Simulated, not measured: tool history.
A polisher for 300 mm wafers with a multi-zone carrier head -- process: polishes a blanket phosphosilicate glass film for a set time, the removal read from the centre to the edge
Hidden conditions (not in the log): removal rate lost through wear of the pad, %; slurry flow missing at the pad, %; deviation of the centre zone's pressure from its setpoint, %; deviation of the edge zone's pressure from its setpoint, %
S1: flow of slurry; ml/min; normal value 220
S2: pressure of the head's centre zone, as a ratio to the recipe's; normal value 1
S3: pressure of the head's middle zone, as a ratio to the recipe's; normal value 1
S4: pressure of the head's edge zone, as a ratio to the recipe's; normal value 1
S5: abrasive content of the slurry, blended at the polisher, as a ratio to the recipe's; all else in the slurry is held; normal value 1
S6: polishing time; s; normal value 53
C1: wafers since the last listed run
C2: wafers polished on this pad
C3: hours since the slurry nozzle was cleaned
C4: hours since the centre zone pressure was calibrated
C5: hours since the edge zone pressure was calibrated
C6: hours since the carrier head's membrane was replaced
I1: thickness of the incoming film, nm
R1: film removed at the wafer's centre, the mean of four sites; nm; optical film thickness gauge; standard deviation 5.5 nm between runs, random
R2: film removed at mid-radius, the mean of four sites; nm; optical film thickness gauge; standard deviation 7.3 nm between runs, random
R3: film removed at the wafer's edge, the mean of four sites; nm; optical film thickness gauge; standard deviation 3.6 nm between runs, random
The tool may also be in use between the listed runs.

| run | day | S1 | S2 | S3 | S4 | S5 | S6 | C1 | C2 | C3 | C4 | C5 | C6 | I1 | R1 | R2 | R3 |
|---|---|---|---|---|---|---|---|---|---|---|---|---|---|---|---|---|---|
| 1 | 0 | 220 | 1 | 1 | 1 | 1 | 53 | 0 | 530 | 130.8 | 690.9 | 92 | 1056.2 | 4737.4 | 514.3 | 522.2 | 517.1 |
| 2 | 0.362 | 220 | 1 | 1 | 1 | 1 | 53 | 91 | 622 | 139.5 | 699.6 | 100.7 | 1064.9 | 4707.1 | 518.6 | 508.6 | 521.2 |
| 3 | 0.654 | 220 | 1 | 1 | 1 | 1 | 53 | 73 | 695 | 146.5 | 706.6 | 107.7 | 1071.9 | 4656 | 515.9 | 516.6 | 513.2 |
|  | 1.017 | carrier head's membrane replaced by a new one |
| 4 | 1.038 | 220 | 1 | 1 | 1 | 1 | 53 | 44 | 740 | 155.7 | 715.8 | 116.9 | 0.5 | 4770.6 | 512 | 506.9 | 509.3 |
| 5 | 1.625 | 220 | 1 | 1 | 1.07 | 1 | 53 | 148 | 889 | 169.8 | 729.9 | 131 | 14.6 | 4692.8 | 508.1 | 505.1 | 524.2 |
|  | 2.371 | slurry nozzle cleaned |
| 6 | 2.392 | 220 | 1.12 | 1 | 0.96 | 1 | 53 | 183 | 1072 | 0.5 | 748.3 | 149.4 | 33 | 4677.6 | 554.9 | 514.2 | 498.9 |
| 7 | 2.75 | 220 | 1 | 1 | 1.11 | 1 | 53 | 90 | 1163 | 9.1 | 756.9 | 158 | 41.6 | 4606.3 | 491.4 | 498.7 | 537.4 |
|  | 3.379 | worn pad replaced by a new one |
|  | 3.488 | centre zone pressure recalibrated |
| 8 | 4.15 | 175 | 1 | 1 | 1 | 1 | 53 | 291 | 174 | 42.7 | 15.9 | 191.6 | 75.2 | 4641.6 | 499.2 | 520 | 515.5 |
| 9 | 4.612 | 220 | 1 | 1 | 0.88 | 1 | 42 | 117 | 291 | 53.8 | 27 | 202.7 | 86.3 | 4693 | 409.8 | 417.3 | 390.7 |
| 10 | 5.329 | 220 | 1 | 0.9 | 1.06 | 0.75 | 53 | 181 | 473 | 71 | 44.2 | 219.9 | 103.5 | 4763.6 | 439.6 | 422.1 | 467.1 |
| 11 | 5.588 | 220 | 1 | 1 | 1 | 1 | 66 | 65 | 538 | 77.2 | 50.4 | 226.1 | 109.7 | 4684.3 | 634.3 | 646.2 | 651.7 |
| 12 | 5.921 | 270 | 1 | 1 | 1 | 1 | 53 | 84 | 623 | 85.2 | 58.4 | 234.1 | 117.7 | 4659.5 | 531.2 | 529 | 529.6 |
| 13 | 6.575 | 220 | 1 | 1 | 1 | 1.1 | 53 | 165 | 788 | 100.9 | 74.1 | 249.8 | 133.4 | 4635.5 | 531 | 544.1 | 544.8 |
| 14 | 7.021 | 220 | 1 | 1 | 1 | 0.85 | 72 | 112 | 901 | 111.6 | 84.8 | 260.5 | 144.1 | 4669.7 | 636.7 | 637.7 | 646.6 |
| 15 | 7.692 | 165 | 1 | 1.05 | 1 | 1 | 53 | 169 | 1071 | 127.7 | 100.9 | 276.6 | 160.2 | 4707.7 | 496 | 520.3 | 497.1 |
| 16 | 8.242 | 220 | 1 | 1 | 1 | 1 | 53 | 139 | 1211 | 140.9 | 114.1 | 289.8 | 173.4 | 4686 | 510.8 | 501.6 | 508.6 |
|  | 8.492 | worn pad replaced by a new one |
| 17 | 8.908 | 220 | 1 | 1 | 1 | 1 | 68 | 126 | 105 | 156.9 | 130.1 | 305.8 | 189.4 | 4708.2 | 675 | 669.8 | 675.1 |
| 18 | 9.55 | 220 | 1 | 1 | 1 | 1 | 53 | 162 | 268 | 172.3 | 145.5 | 321.2 | 204.8 | 4621.1 | 519.2 | 514.9 | 526.7 |
| 19 | 10.05 | 220 | 1 | 1.08 | 1 | 1 | 70 | 126 | 394 | 184.3 | 157.5 | 333.2 | 216.8 | 4724.7 | 681.6 | 732.4 | 688.5 |
|  | 10.25 | slurry nozzle cleaned |
| 20 | 10.354 | 220 | 1 | 1 | 1 | 1 | 71 | 66 | 461 | 2.5 | 164.8 | 340.5 | 224.1 | 4721.7 | 680.8 | 691.6 | 703.7 |
| 21 | 10.975 | 220 | 1 | 1.12 | 0.96 | 0.8 | 53 | 157 | 618 | 17.4 | 179.7 | 355.4 | 239 | 4649.3 | 451.7 | 501.8 | 457.2 |
| 22 | 11.617 | 220 | 1 | 1 | 1 | 1 | 53 | 162 | 781 | 32.8 | 195.1 | 370.8 | 254.4 | 4667.4 | 513 | 503.2 | 519.1 |

Consider 4 possible next runs. They are alternatives, not a sequence: every one starts from the tool as it was left by run 22. What does each give?
| A | 11.633 | 220 | 1 | 1 | 0.94 | 1 | 53 | 4 | 785 | 33.2 | 195.5 | 371.2 | 254.8 | 4635 | ? | ? | ? |
| B | 11.633 | 255 | 1 | 1 | 1 | 1 | 64 | 4 | 785 | 33.2 | 195.5 | 371.2 | 254.8 | 4635 | ? | ? | ? |
| C | 11.633 | 195 | 1.05 | 1 | 1 | 1 | 53 | 4 | 785 | 33.2 | 195.5 | 371.2 | 254.8 | 4635 | ? | ? | ? |
| D | 11.633 | 220 | 1 | 1 | 1.09 | 1 | 53 | 4 | 785 | 33.2 | 195.5 | 371.2 | 254.8 | 4635 | ? | ? | ? |

| run | R1 | R2 | R3 |
|---|---|---|---|
| A | 522.6 | 517.5 | 498.8 |
| B | 640.6 | 633.3 | 626.7 |
| C | 541.9 | 511.4 | 509.3 |
| D | 522.6 | 517.4 | 536 |
Without the tool's unlogged condition, the same runs would have read:
| run | R1 | R2 | R3 |
|---|---|---|---|
| A | 539.2 | 533.9 | 514.6 |
| B | 660.9 | 653.4 | 646.5 |
| C | 559.1 | 527.6 | 525.4 |
| D | 539.2 | 533.8 | 553 |
